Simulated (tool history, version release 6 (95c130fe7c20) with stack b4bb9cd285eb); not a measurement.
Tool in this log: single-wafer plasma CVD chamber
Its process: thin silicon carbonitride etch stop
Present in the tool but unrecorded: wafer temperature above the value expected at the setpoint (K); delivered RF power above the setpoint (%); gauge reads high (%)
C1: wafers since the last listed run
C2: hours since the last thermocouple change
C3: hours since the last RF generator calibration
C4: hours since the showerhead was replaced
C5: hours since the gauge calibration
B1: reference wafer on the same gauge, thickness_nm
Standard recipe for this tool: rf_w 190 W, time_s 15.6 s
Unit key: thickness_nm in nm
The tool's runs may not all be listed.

Run 1, hour 0: usual settings but rf_w 180 W; C1 0; C2 1336.2; C3 1465.2; C4 6282.2; C5 78.7; B1 9.333. Result: thickness_nm 8.452 nm.
Run 2, hour 12.9: usual settings but rf_w 180 W; C1 476; C2 1349.1; C3 1478.1; C4 6295.1; C5 91.6; B1 9.336. Result: thickness_nm 8.459 nm.
Run 3, hour 21.6: usual settings; C1 321; C2 1357.8; C3 1486.8; C4 6303.8; C5 100.3; B1 9.337. Result: thickness_nm 8.588 nm.
Run 4, hour 35.4: usual settings; C1 509; C2 1371.6; C3 1500.6; C4 6317.6; C5 114.1; B1 9.348. Result: thickness_nm 8.619 nm.
At hour 68.9: RF generator calibrated.
Run 5, hour 89: usual settings but time_s 13.5 s; C1 1683; C2 1425.2; C3 20.1; C4 6371.2; C5 167.7; B1 9.376. Result: thickness_nm 7.474 nm.
Run 6, hour 97.8: usual settings but time_s 13.5 s; C1 324; C2 1434; C3 28.9; C4 6380; C5 176.5; B1 9.378. Result: thickness_nm 7.461 nm.
At hour 109.8: showerhead replaced.
Run 7, hour 110.3: usual settings; C1 166; C2 1446.5; C3 41.4; C4 0.5; C5 189; B1 9.393. Result: thickness_nm 8.638 nm.
Run 8, hour 123.3: usual settings; C1 479; C2 1459.5; C3 54.4; C4 13.5; C5 202; B1 9.396. Result: thickness_nm 8.615 nm.
Run 9, hour 139.5: usual settings but rf_w 205 W; C1 597; C2 1475.7; C3 70.6; C4 29.7; C5 218.2; B1 9.41. Result: thickness_nm 8.866 nm.
At hour 144.4: gauge calibrated.
Run 10, hour 147.9: usual settings but rf_w 160 W, time_s 13 s; C1 310; C2 1484.1; C3 79; C4 38.1; C5 3.5; B1 9.334. Result: thickness_nm 6.791 nm.
At hour 162.3: thermocouple changed; heater temperature recalibrated.
Run 11, hour 162.8: usual settings; C1 254; C2 0.5; C3 93.9; C4 53; C5 18.4; B1 9.333. Result: thickness_nm 8.595 nm.
Run 12, hour 170: usual settings; C1 265; C2 7.7; C3 101.1; C4 60.2; C5 25.6; B1 9.336. Result: thickness_nm 8.586 nm.
Run 13, hour 176.2: usual settings but rf_w 215 W, time_s 12.6 s; C1 228; C2 13.9; C3 107.3; C4 66.4; C5 31.8; B1 9.34. Result: thickness_nm 7.198 nm.
Run 14, hour 192.6: usual settings but time_s 14.7 s; C1 605; C2 30.3; C3 123.7; C4 82.8; C5 48.2; B1 9.339. Result: thickness_nm 8.114 nm.
Run 15, hour 207.1: usual settings but rf_w 155 W, time_s 13.3 s; C1 535; C2 44.8; C3 138.2; C4 97.3; C5 62.7; B1 9.346. Result: thickness_nm 6.887 nm.
Run 16, hour 224: usual settings but rf_w 220 W, time_s 14.1 s; C1 623; C2 61.7; C3 155.1; C4 114.2; C5 79.6; B1 9.348. Result: thickness_nm 8.112 nm.

Run by run, hidden condition taken away, random variation retained:
run  thickness_nm
  1          8.44
  2         8.444
  3         8.569
  4         8.595
  5         7.432
  6         7.414
  7         8.576
  8         8.544
  9         8.781
 10          6.78
 11          8.58
 12          8.57
 13         7.185
 14         8.096
 15         6.871
 16         8.088
